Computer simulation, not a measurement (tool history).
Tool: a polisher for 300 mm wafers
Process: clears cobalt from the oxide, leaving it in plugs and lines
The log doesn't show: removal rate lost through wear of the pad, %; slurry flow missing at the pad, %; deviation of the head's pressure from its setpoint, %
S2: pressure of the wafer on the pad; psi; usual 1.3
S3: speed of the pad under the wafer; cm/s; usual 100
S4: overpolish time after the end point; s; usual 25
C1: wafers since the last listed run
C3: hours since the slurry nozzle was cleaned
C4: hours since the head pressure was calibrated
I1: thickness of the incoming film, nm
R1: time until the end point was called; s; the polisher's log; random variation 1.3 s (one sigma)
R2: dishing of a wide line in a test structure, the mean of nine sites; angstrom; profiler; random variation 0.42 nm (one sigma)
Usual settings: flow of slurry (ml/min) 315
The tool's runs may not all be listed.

{"run": 1, "hour": 0.0, "flow of slurry (ml/min)": 315, "S2": 1.3, "S3": 100, "S4": 25, "C1": 0, "wafers polished on this pad": 675, "C3": 519.2, "C4": 505.0, "I1": 191.5, "R1": 68.3, "R2": 365}
{"hour": 53.9, "done": "slurry nozzle cleaned"}
{"run": 2, "hour": 73.9, "flow of slurry (ml/min)": 315, "S2": 1.3, "S3": 100, "S4": 25, "C1": 704, "wafers polished on this pad": 1379, "C3": 20.0, "C4": 578.9, "I1": 189.2, "R1": 68.9, "R2": 366}
{"run": 3, "hour": 174.3, "flow of slurry (ml/min)": 315, "S2": 1.3, "S3": 100, "S4": 25, "C1": 970, "wafers polished on this pad": 2350, "C3": 120.4, "C4": 679.3, "I1": 187.8, "R1": 74.3, "R2": 359}
{"run": 4, "hour": 268.2, "flow of slurry (ml/min)": 315, "S2": 1.3, "S3": 100, "S4": 25, "C1": 907, "wafers polished on this pad": 3257, "C3": 214.3, "C4": 773.2, "I1": 190.3, "R1": 75.9, "R2": 354}
{"hour": 323.0, "done": "worn pad replaced by a new one"}
{"run": 5, "hour": 357.3, "flow of slurry (ml/min)": 315, "S2": 1.3, "S3": 100, "S4": 25, "C1": 822, "wafers polished on this pad": 331, "C3": 303.4, "C4": 862.3, "I1": 187.7, "R1": 67.9, "R2": 371}
{"run": 6, "hour": 412.1, "flow of slurry (ml/min)": 315, "S2": 1.3, "S3": 100, "S4": 25, "C1": 529, "wafers polished on this pad": 860, "C3": 358.2, "C4": 917.1, "I1": 193.3, "R1": 75.6, "R2": 358}
{"run": 7, "hour": 509.7, "flow of slurry (ml/min)": 315, "S2": 1.3, "S3": 100, "S4": 25, "C1": 943, "wafers polished on this pad": 1804, "C3": 455.8, "C4": 1014.7, "I1": 186.9, "R1": 71.8, "R2": 363}
{"run": 8, "hour": 563.7, "flow of slurry (ml/min)": 315, "S2": 1.3, "S3": 100, "S4": 25, "C1": 521, "wafers polished on this pad": 2326, "C3": 509.8, "C4": 1068.7, "I1": 190.6, "R1": 74.9, "R2": 362}
{"hour": 603.6, "done": "slurry nozzle cleaned"}
{"run": 9, "hour": 634.1, "flow of slurry (ml/min)": 315, "S2": 1.3, "S3": 100, "S4": 25, "C1": 670, "wafers polished on this pad": 2996, "C3": 30.5, "C4": 1139.1, "I1": 188.1, "R1": 74.6, "R2": 347}
{"hour": 679.8, "done": "head pressure recalibrated"}
{"hour": 706.9, "done": "worn pad replaced by a new one, of another model than before"}
{"run": 10, "hour": 728.5, "flow of slurry (ml/min)": 315, "S2": 1.3, "S3": 100, "S4": 25, "C1": 854, "wafers polished on this pad": 208, "C3": 124.9, "C4": 48.7, "I1": 190.0, "R1": 66.7, "R2": 377}
{"run": 11, "hour": 770.0, "flow of slurry (ml/min)": 315, "S2": 0.9, "S3": 100, "S4": 25, "C1": 401, "wafers polished on this pad": 609, "C3": 166.4, "C4": 90.2, "I1": 192.1, "R1": 90.6, "R2": 322}
{"run": 12, "hour": 809.9, "flow of slurry (ml/min)": 315, "S2": 0.9, "S3": 100, "S4": 25, "C1": 385, "wafers polished on this pad": 994, "C3": 206.3, "C4": 130.1, "I1": 189.4, "R1": 89.4, "R2": 327}
{"run": 13, "hour": 886.3, "flow of slurry (ml/min)": 415, "S2": 1.3, "S3": 100, "S4": 15, "C1": 738, "wafers polished on this pad": 1733, "C3": 282.7, "C4": 206.5, "I1": 191.2, "R1": 72.1, "R2": 275}
{"run": 14, "hour": 969.3, "flow of slurry (ml/min)": 315, "S2": 0.9, "S3": 100, "S4": 25, "C1": 802, "wafers polished on this pad": 2535, "C3": 365.7, "C4": 289.5, "I1": 191.0, "R1": 101.2, "R2": 310}
{"run": 15, "hour": 1017.0, "flow of slurry (ml/min)": 385, "S2": 1.3, "S3": 100, "S4": 25, "C1": 460, "wafers polished on this pad": 2996, "C3": 413.4, "C4": 337.2, "I1": 192.6, "R1": 76.3, "R2": 360}
{"hour": 1062.3, "done": "worn pad replaced by a new one"}
{"run": 16, "hour": 1111.7, "flow of slurry (ml/min)": 220, "S2": 1.3, "S3": 100, "S4": 25, "C1": 876, "wafers polished on this pad": 477, "C3": 508.1, "C4": 431.9, "I1": 189.3, "R1": 68.7, "R2": 369}
{"hour": 1152.3, "done": "slurry nozzle cleaned"}
{"run": 17, "hour": 1215.1, "flow of slurry (ml/min)": 315, "S2": 1.5, "S3": 100, "S4": 25, "C1": 989, "wafers polished on this pad": 1466, "C3": 62.8, "C4": 535.3, "I1": 192.5, "R1": 65.6, "R2": 382}
{"run": 18, "hour": 1352.6, "flow of slurry (ml/min)": 315, "S2": 1.3, "S3": 100, "S4": 39, "C1": 1328, "wafers polished on this pad": 2795, "C3": 200.3, "C4": 672.8, "I1": 188.6, "R1": 75.0, "R2": 424}
{"run": 19, "hour": 1394.0, "flow of slurry (ml/min)": 315, "S2": 1.3, "S3": 100, "S4": 25, "C1": 400, "wafers polished on this pad": 3195, "C3": 241.7, "C4": 714.2, "I1": 189.2, "R1": 74.6, "R2": 352}
{"hour": 1420.5, "done": "worn pad replaced by a new one"}
{"run": 20, "hour": 1457.9, "flow of slurry (ml/min)": 315, "S2": 1.3, "S3": 100, "S4": 36, "C1": 578, "wafers polished on this pad": 361, "C3": 305.6, "C4": 778.1, "I1": 186.3, "R1": 68.3, "R2": 421}
{"run": 21, "hour": 1498.4, "flow of slurry (ml/min)": 370, "S2": 1.3, "S3": 114, "S4": 25, "C1": 391, "wafers polished on this pad": 753, "C3": 346.1, "C4": 818.6, "I1": 191.1, "R1": 65.2, "R2": 381}
{"run": 22, "hour": 1591.0, "flow of slurry (ml/min)": 315, "S2": 1.3, "S3": 100, "S4": 25, "C1": 894, "wafers polished on this pad": 1647, "C3": 438.7, "C4": 911.2, "I1": 191.6, "R1": 73.7, "R2": 355}
{"hour": 1613.1, "done": "slurry nozzle cleaned"}
{"run": 23, "hour": 1629.3, "flow of slurry (ml/min)": 315, "S2": 1.3, "S3": 100, "S4": 25, "C1": 360, "wafers polished on this pad": 2008, "C3": 16.2, "C4": 949.5, "I1": 189.5, "R1": 76.4, "R2": 364}
{"run": 24, "hour": 1671.9, "flow of slurry (ml/min)": 220, "S2": 1.3, "S3": 84, "S4": 29, "C1": 411, "wafers polished on this pad": 2420, "C3": 58.8, "C4": 992.1, "I1": 193.0, "R1": 86.7, "R2": 366}
{"hour": 1734.1, "done": "worn pad replaced by a new one"}
{"run": 25, "hour": 1769.7, "flow of slurry (ml/min)": 420, "S2": 1.3, "S3": 100, "S4": 25, "C1": 906, "wafers polished on this pad": 343, "C3": 156.6, "C4": 1089.9, "I1": 187.7, "R1": 67.9, "R2": 374}

Some steps in R1 between neighbouring runs. How much of each would the tool show without its hidden state too (settings, what came in, random variation), and how much is left for the hidden state, with any gauge scatter that isn't in both results?
Run 9 -> 10: head pressure recalibrated, worn pad replaced by a new one, of another model than before. R1 -7.9 s: hidden state -9.2, all else +1.3.
Run 13 -> 14: flow of slurry (ml/min) 415 -> 315, S2 1.3 -> 0.9, S4 15 -> 25. R1 +29.1 s: hidden state +4.8, all else +24.3.
Run 14 -> 15: flow of slurry (ml/min) 315 -> 385, S2 0.9 -> 1.3. R1 -24.9 s: hidden state -1.1, all else -23.8.
Run 19 -> 20: S4 25 -> 36, worn pad replaced by a new one. R1 -6.3 s: hidden state -7.1, all else +0.8.

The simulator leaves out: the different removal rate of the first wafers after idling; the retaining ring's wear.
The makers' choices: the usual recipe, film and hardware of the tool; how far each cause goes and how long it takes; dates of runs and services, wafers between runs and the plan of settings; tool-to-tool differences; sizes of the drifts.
